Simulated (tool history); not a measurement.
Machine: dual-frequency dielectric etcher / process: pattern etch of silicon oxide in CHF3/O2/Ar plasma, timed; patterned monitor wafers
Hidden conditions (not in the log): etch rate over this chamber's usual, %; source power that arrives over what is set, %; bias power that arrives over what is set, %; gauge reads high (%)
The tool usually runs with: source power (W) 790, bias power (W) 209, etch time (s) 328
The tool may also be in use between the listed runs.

run,hour,source power (W),bias power (W),etch time (s),wafers since the last listed run,hours since the last wet clean,hours since the last source power generator calibration,hours since the last bias power generator calibration,hours since the last upper electrode change,hours since the gauge calibration,"read-back reference wafer on the same gauge, depth_nm",mean etch depth across the wafer (angstrom)
1,0,790,209,328,0,538.1,3809.9,2251.3,3797.3,290.8,665.8,7808
2,16.3,790,229,289,79,554.4,3826.2,2267.6,3813.6,307.1,666.6,7105
# hour 53.1: wet clean of the chamber
3,53.6,790,209,328,64,0.5,3863.5,2304.9,3850.9,344.4,664.7,7688
4,56,790,209,328,11,2.9,3865.9,2307.3,3853.3,346.8,665.4,7736
5,85.2,790,209,328,142,32.1,3895.1,2336.5,3882.5,376,666.8,7655
# hour 97.3: gauge calibrated
6,115.7,790,209,328,148,62.6,3925.6,2367,3913,18.4,665.2,7646
7,135.6,790,209,328,97,82.5,3945.5,2386.9,3932.9,38.3,665.8,7696
8,157.7,790,209,328,107,104.6,3967.6,2409,3955,60.4,665.6,7754
9,214.4,790,209,303.5,276,161.3,4024.3,2465.7,4011.7,117.1,664.4,7083
# hour 241.8: upper electrode replaced
10,243,790,209,303.5,22,189.9,4052.9,2494.3,1.2,145.7,666.1,7235
11,262.6,900,209,328,95,209.5,4072.5,2513.9,20.8,165.3,665.9,8364
12,286.3,900,209,328,115,233.2,4096.2,2537.6,44.5,189,665,8437
13,301,790,209,328,71,247.9,4110.9,2552.3,59.2,203.7,665.3,7742
14,325.3,790,209,328,118,272.2,4135.2,2576.6,83.5,228,666.7,7869
# hour 352.1: bias power generator calibrated
15,358.9,590,209,269.5,144,305.8,4168.8,6.8,117.1,261.6,665.8,5272
16,379.5,840,209,299.5,100,326.4,4189.4,27.4,137.7,282.2,666.1,7406
# hour 401.9: source power generator calibrated
17,409.4,960,209,328,126,356.3,7.5,57.3,167.6,312.1,665.4,8783
18,435,790,209,328,124,381.9,33.1,82.9,193.2,337.7,666.1,7825
# hour 483.9: gauge calibrated
19,542.6,720,209,375,524,489.5,140.7,190.5,300.8,58.7,667.4,8514
20,556.8,600,178,392.5,69,503.7,154.9,204.7,315,72.9,667.6,7427
# hour 607.4: wet clean of the chamber
21,607.9,790,209,423,132,0.5,206,255.8,366.1,124,664.6,9807
22,623.8,790,209,328,77,16.4,221.9,271.7,382,139.9,665.5,7634
23,650.7,790,241,328,131,43.3,248.8,298.6,408.9,166.8,665.1,8056
24,672.2,920,260,295,104,64.8,270.3,320.1,430.4,188.3,665.7,8175
25,694.2,790,228,407.5,107,86.8,292.3,342.1,452.4,210.3,665.5,9842
26,709.4,790,184,393.5,74,102,307.5,357.3,467.6,225.5,665.6,8849
27,731.5,640,209,328,107,124.1,329.6,379.4,489.7,247.6,666,6759
28,777.5,790,209,328,224,170.1,375.6,425.4,535.7,293.6,665.8,7705

Some steps in mean etch depth across the wafer (angstrom) between neighbouring runs. How much of each would the tool show without its hidden state too (settings, what came in, random variation), and how much is left for the hidden state, with any gauge scatter that isn't in both results?
Run 2 -> 3: bias power (W) 229 -> 209, etch time (s) 289 -> 328, wet clean of the chamber. mean etch depth across the wafer (angstrom) +583: hidden state -164, all else +747.
Run 14 -> 15: source power (W) 790 -> 590, etch time (s) 328 -> 269.5, bias power generator calibrated. mean etch depth across the wafer (angstrom) -2597: hidden state -33, all else -2564.
Run 20 -> 21: source power (W) 600 -> 790, bias power (W) 178 -> 209, etch time (s) 392.5 -> 423, wet clean of the chamber. mean etch depth across the wafer (angstrom) +2380: hidden state -206, all else +2586.
